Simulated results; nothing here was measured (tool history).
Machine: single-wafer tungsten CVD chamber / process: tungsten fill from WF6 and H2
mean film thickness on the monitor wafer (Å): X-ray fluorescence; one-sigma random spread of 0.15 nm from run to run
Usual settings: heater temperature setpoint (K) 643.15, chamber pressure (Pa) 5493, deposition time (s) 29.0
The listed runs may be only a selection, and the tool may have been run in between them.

run,hour,heater temperature setpoint (K),chamber pressure (Pa),deposition time (s),wafers since the last listed run,hours since the last thermocouple change,hours since the last manometer calibration,hours since the showerhead was replaced,hours since the gauge calibration,"read-back reference wafer on the same gauge, thickness_nm",mean film thickness on the monitor wafer (Å)
1,0.0,643.15,5853,29.0,0,2365.3,277.2,5939.8,1494.1,51.113,512.97
2,70.6,643.15,5213,29.0,1555,2435.9,347.8,6010.4,1564.7,51.117,492.01
3,120.0,643.15,5213,29.0,1088,2485.3,397.2,6059.8,1614.1,51.090,493.74
4,163.3,643.15,5493,29.0,953,2528.6,440.5,6103.1,1657.4,51.063,499.47
5,217.7,643.15,5493,27.7,1198,2583.0,494.9,6157.5,1711.8,51.058,478.77
6,268.8,643.15,5493,27.7,1125,2634.1,546.0,6208.6,1762.9,51.100,476.75
7,293.4,643.15,5493,29.0,541,2658.7,570.6,6233.2,1787.5,51.104,498.10
8,412.8,636.15,4440,29.0,2630,2778.1,690.0,6352.6,1906.9,51.109,387.74
9,459.3,643.15,5493,29.0,1024,2824.6,736.5,6399.1,1953.4,51.103,497.37
10,519.0,643.15,5493,29.0,1315,2884.3,796.2,6458.8,2013.1,51.083,495.03
11,575.7,633.15,6333,29.0,1249,2941.0,852.9,6515.5,2069.8,51.106,407.75
12,614.7,654.15,5493,29.0,859,2980.0,891.9,6554.5,2108.8,51.122,644.11
# hour 630.7: thermocouple changed; heater temperature recalibrated
# hour 688.7: showerhead replaced
13,734.5,643.15,5493,31.4,2286,103.8,1011.7,45.8,2228.6,51.108,564.38
14,784.7,643.15,5493,31.4,1106,154.0,1061.9,96.0,2278.8,51.085,563.59
15,846.6,638.15,4853,26.2,1363,215.9,1123.8,157.9,2340.7,51.099,395.38
16,885.7,643.15,5853,29.0,861,255.0,1162.9,197.0,2379.8,51.087,533.97
17,944.3,650.15,5493,29.0,1291,313.6,1221.5,255.6,2438.4,51.061,613.49
# hour 963.7: gauge calibrated
18,994.7,643.15,5213,29.0,1110,364.0,1271.9,306.0,31.0,51.114,512.39
# hour 1017.3: capacitance manometer re-zeroed and calibrated
19,1033.4,637.15,5986,34.1,676,402.7,16.1,344.7,69.7,51.086,543.19
20,1088.3,634.15,4973,29.0,1209,457.6,71.0,399.6,124.6,51.082,398.66
21,1133.6,658.15,6813,32.2,998,502.9,116.3,444.9,169.9,51.122,883.15
22,1158.5,634.15,4400,23.8,548,527.8,141.2,469.8,194.8,51.111,313.93
23,1199.8,643.15,5013,29.0,909,569.1,182.5,511.1,236.1,51.068,499.20
24,1225.9,643.15,6226,29.0,575,595.2,208.6,537.2,262.2,51.103,543.44
25,1271.6,643.15,5493,33.1,1006,640.9,254.3,582.9,307.9,51.118,589.01
26,1303.8,643.15,5493,29.0,709,673.1,286.5,615.1,340.1,51.117,515.00
27,1368.0,643.15,5493,31.4,1414,737.3,350.7,679.3,404.3,51.157,560.56
28,1439.0,652.15,6559,30.6,1564,808.3,421.7,750.3,475.3,51.100,716.79
29,1476.5,643.15,5493,31.4,826,845.8,459.2,787.8,512.8,51.119,558.05
30,1528.4,653.15,4546,31.5,1143,897.7,511.1,839.7,564.7,51.102,655.77
31,1555.4,653.15,5493,23.7,594,924.7,538.1,866.7,591.7,51.071,530.26
32,1597.3,639.15,5493,25.1,923,966.6,580.0,908.6,633.6,51.117,402.94
33,1624.1,643.15,5493,29.0,590,993.4,606.8,935.4,660.4,51.119,513.24
34,1670.6,643.15,4240,29.0,1024,1039.9,653.3,981.9,706.9,51.088,465.65
35,1705.7,655.15,4880,27.4,773,1075.0,688.4,1017.0,742.0,51.093,612.28

What differs in the tool's unlogged condition from the final listed run ahead of each entry between runs to the first listed run following it?
From run 12 to run 13: thermocouple changed; heater temperature recalibrated (hour 630.7); showerhead replaced (hour 688.7)
  wafer temperature above the value expected at the setpoint (K): -2.06 -> -0.07
  the result without the hidden state subtracted from the measured one, mean film thickness on the monitor wafer (Å): -31.05 -> -0.96
From run 17 to run 18: gauge calibrated (hour 963.7)
  wafer temperature above the value expected at the setpoint (K): -0.21 -> -0.244
  the result without the hidden state subtracted from the measured one, mean film thickness on the monitor wafer (Å): -3.03 -> -3.05
From run 18 to run 19: capacitance manometer re-zeroed and calibrated (hour 1017.3)
  wafer temperature above the value expected at the setpoint (K): -0.244 -> -0.27
  the result without the hidden state subtracted from the measured one, mean film thickness on the monitor wafer (Å): -3.05 -> -3.66

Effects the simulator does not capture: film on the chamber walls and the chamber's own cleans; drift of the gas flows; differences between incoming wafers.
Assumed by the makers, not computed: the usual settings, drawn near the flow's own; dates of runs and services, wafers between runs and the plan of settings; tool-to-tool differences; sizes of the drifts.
